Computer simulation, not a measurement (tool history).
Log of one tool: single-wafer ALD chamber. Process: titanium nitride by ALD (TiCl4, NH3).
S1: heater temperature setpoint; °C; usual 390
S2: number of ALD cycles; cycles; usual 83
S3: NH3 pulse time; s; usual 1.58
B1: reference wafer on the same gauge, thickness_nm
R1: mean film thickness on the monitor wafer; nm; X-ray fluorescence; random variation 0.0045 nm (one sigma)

run	hour	S1	S2	S3	B1	R1
1	0.0	390	83	1.58	1.841	1.781
2	96.4	390	83	1.58	1.840	1.778
3	160.8	390	83	1.58	1.840	1.781
4	265.3	390	83	1.58	1.841	1.779
5	321.2	390	83	1.58	1.840	1.775
6	361.7	390	83	1.58	1.840	1.782
7	414.6	390	83	1.58	1.840	1.785
8	474.3	390	83	1.58	1.840	1.779
9	534.2	390	83	1.58	1.840	1.779
10	575.0	390	83	1.58	1.840	1.782
11	638.0	390	83	1.58	1.841	1.774
12	722.1	390	94	1.17	1.839	1.978
13	803.7	385	72	2.21	1.840	1.569
14	864.6	382	74	1.58	1.840	1.576
15	947.6	382	68	2.21	1.839	1.483
16	1024.1	377	83	2.04	1.840	1.785
# hour 1053.8: gauge calibrated
# hour 1077.0: showerhead replaced
17	1093.5	390	83	1.58	1.839	1.778
18	1131.7	403	71	1.23	1.840	1.523
19	1237.7	390	83	1.58	1.839	1.779
20	1276.4	390	83	1.58	1.839	1.785
# hour 1290.1: thermocouple changed; heater temperature recalibrated
21	1350.9	385	72	2.21	1.841	1.571
22	1440.3	378	94	2.09	1.840	2.031
23	1517.3	379	83	1.58	1.840	1.759
24	1590.3	404	74	1.87	1.839	1.616
25	1645.1	399	83	1.37	1.840	1.777

4 ways to go on from here, each from the tool as it stands after run 25. What would each give?
A	1645.7	390	87	1.58	?	?
B	1645.7	402	89	1.01	?	?
C	1645.7	396	83	1.24	?	?
D	1645.7	380	90	1.05	?	?

run	B1	R1
A	1.840	1.863
B	1.840	1.875
C	1.840	1.761
D	1.840	1.844
Without the tool's hidden state the same runs would have given:
run	R1
A	1.863
B	1.875
C	1.761
D	1.844
